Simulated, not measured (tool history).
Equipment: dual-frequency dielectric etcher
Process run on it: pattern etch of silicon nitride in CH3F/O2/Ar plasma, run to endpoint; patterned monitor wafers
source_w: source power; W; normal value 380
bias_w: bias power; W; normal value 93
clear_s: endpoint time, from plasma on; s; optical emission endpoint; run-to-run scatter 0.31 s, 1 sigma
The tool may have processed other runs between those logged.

| run | hour | source_w | bias_w | wafers since the last listed run | hours since the last wet clean | hours since the last source power generator calibration | hours since the last bias power generator calibration | hours since the last upper electrode change | incoming incoming film thickness, nm | clear_s |
|---|---|---|---|---|---|---|---|---|---|---|
| 1 | 0.0 | 420 | 93 | 0 | 323.7 | 2091.9 | 3226.9 | 3529.4 | 55.2 | 70.5 |
| 2 | 11.8 | 420 | 93 | 80 | 335.5 | 2103.7 | 3238.7 | 3541.2 | 55.2 | 70.3 |
| 3 | 22.5 | 420 | 93 | 73 | 346.2 | 2114.4 | 3249.4 | 3551.9 | 55.7 | 71.5 |
| 4 | 32.4 | 380 | 93 | 67 | 356.1 | 2124.3 | 3259.3 | 3561.8 | 55.2 | 73.6 |
|  | 67.5 | source power generator calibrated |
| 5 | 68.0 | 380 | 93 | 216 | 391.7 | 0.5 | 3294.9 | 3597.4 | 56.2 | 76.0 |
|  | 93.5 | bias power generator calibrated |
|  | 96.8 | wet clean of the chamber |
| 6 | 97.3 | 380 | 93 | 150 | 0.5 | 29.8 | 3.8 | 3626.7 | 55.1 | 76.5 |
| 7 | 97.6 | 340 | 93 | 2 | 0.8 | 30.1 | 4.1 | 3627.0 | 55.4 | 82.2 |
| 8 | 105.9 | 380 | 107 | 56 | 9.1 | 38.4 | 12.4 | 3635.3 | 55.3 | 73.1 |
|  | 130.3 | upper electrode replaced |
| 9 | 130.8 | 380 | 93 | 6 | 34.0 | 63.3 | 37.3 | 0.5 | 56.0 | 77.7 |
| 10 | 131.2 | 290 | 72 | 2 | 34.4 | 63.7 | 37.7 | 0.9 | 55.6 | 98.2 |
| 11 | 136.9 | 380 | 111 | 39 | 40.1 | 69.4 | 43.4 | 6.6 | 56.0 | 73.3 |
| 12 | 144.3 | 430 | 74 | 50 | 47.5 | 76.8 | 50.8 | 14.0 | 55.6 | 77.4 |
| 13 | 159.5 | 290 | 106 | 104 | 62.7 | 92.0 | 66.0 | 29.2 | 55.6 | 87.0 |
| 14 | 177.4 | 340 | 83 | 122 | 80.6 | 109.9 | 83.9 | 47.1 | 55.7 | 85.9 |
| 15 | 186.4 | 440 | 75 | 61 | 89.6 | 118.9 | 92.9 | 56.1 | 55.6 | 76.1 |

Take each entry between the runs: how does the hidden state at the last listed run before it differ from the hidden state at the first listed run after it?
Between runs 4 and 5: source power generator calibrated (hour 67.5)
  etch rate over this chamber's usual, %: 3.76 -> 4.14
  measured less the result without the state, clear_s: -2.7 -> -3.1 s
Between runs 5 and 6: bias power generator calibrated (hour 93.5); wet clean of the chamber (hour 96.8)
  etch rate over this chamber's usual, %: 4.14 -> 0.194
  measured less the result without the state, clear_s: -3.1 -> -0.2 s
Between runs 8 and 9: upper electrode replaced (hour 130.3)
  etch rate over this chamber's usual, %: 0.287 -> 0.559
  measured less the result without the state, clear_s: -0.3 -> -0.4 s

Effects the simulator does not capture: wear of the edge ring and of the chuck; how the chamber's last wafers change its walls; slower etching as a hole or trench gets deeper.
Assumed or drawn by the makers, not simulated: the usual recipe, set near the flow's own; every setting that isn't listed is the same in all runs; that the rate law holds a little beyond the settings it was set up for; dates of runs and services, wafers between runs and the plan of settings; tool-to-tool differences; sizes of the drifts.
